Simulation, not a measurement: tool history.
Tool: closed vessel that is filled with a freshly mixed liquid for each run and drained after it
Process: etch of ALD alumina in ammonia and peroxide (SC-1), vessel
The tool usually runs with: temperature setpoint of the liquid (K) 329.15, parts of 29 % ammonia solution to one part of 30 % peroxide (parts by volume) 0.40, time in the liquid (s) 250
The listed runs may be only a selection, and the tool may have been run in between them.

| run | day | temperature setpoint of the liquid (K) | parts of 29 % ammonia solution to one part of 30 % peroxide (parts by volume) | time in the liquid (s) | read-back film thickness of the ALD alumina reference wafer, read on the same gauge (nm) | thickness taken off the ALD alumina on a monitor wafer (Å) |
|---|---|---|---|---|---|---|
| 1 | 0.000 | 329.15 | 0.40 | 250 | 50.04 | 217.8 |
| 2 | 0.750 | 329.15 | 0.40 | 250 | 50.01 | 219.0 |
| 3 | 2.058 | 329.15 | 0.40 | 250 | 50.01 | 218.8 |
| 4 | 5.429 | 329.15 | 0.30 | 250 | 50.02 | 213.8 |
| 5 | 6.450 | 329.15 | 0.40 | 250 | 50.00 | 221.0 |
|  | 6.600 | gauge calibrated |
| 6 | 7.133 | 329.15 | 0.40 | 250 | 50.06 | 221.2 |
| 7 | 7.833 | 329.15 | 0.40 | 250 | 49.99 | 221.4 |
| 8 | 8.358 | 329.15 | 0.50 | 250 | 50.01 | 224.9 |
| 9 | 8.992 | 329.15 | 0.40 | 250 | 49.99 | 222.4 |
| 10 | 9.979 | 329.15 | 0.40 | 250 | 50.02 | 221.7 |
| 11 | 10.971 | 322.15 | 0.40 | 190 | 49.97 | 117.0 |
|  | 11.146 | new drum of ammonia solution connected |
| 12 | 11.658 | 336.15 | 0.40 | 330 | 50.03 | 420.1 |
| 13 | 12.879 | 321.15 | 0.40 | 250 | 49.98 | 144.9 |
| 14 | 14.008 | 338.15 | 0.55 | 250 | 50.01 | 362.7 |
|  | 14.292 | ammonia flow meter replaced |
| 15 | 14.679 | 336.65 | 0.40 | 365 | 50.00 | 474.5 |
| 16 | 15.612 | 336.15 | 0.45 | 315 | 50.02 | 407.4 |
|  | 16.508 | thermometer replaced |
| 17 | 16.579 | 329.15 | 0.40 | 250 | 49.98 | 194.3 |
| 18 | 17.533 | 320.65 | 0.40 | 250 | 49.96 | 123.3 |
| 19 | 18.567 | 329.15 | 0.45 | 250 | 50.02 | 197.9 |
| 20 | 20.012 | 329.15 | 0.40 | 365 | 50.00 | 284.3 |
| 21 | 21.162 | 329.15 | 0.40 | 250 | 49.99 | 196.0 |

Below are 4 alternative next runs, each starting from the tool's condition after run 21. Predict each:
| A | 21.192 | 329.15 | 0.40 | 250 | ? | ? |
| B | 21.192 | 320.65 | 0.55 | 370 | ? | ? |
| C | 21.192 | 338.65 | 0.40 | 190 | ? | ? |
| D | 21.192 | 320.15 | 0.45 | 135 | ? | ? |

| run | read-back film thickness of the ALD alumina reference wafer, read on the same gauge (nm) | thickness taken off the ALD alumina on a monitor wafer (Å) |
|---|---|---|
| A | 50.04 | 196.6 |
| B | 50.04 | 189.1 |
| C | 50.04 | 242.6 |
| D | 50.04 | 65.8 |
Without the tool's hidden state the same runs would have given:
| run | thickness taken off the ALD alumina on a monitor wafer (Å) |
|---|---|
| A | 193.4 |
| B | 185.9 |
| C | 238.9 |
| D | 64.7 |
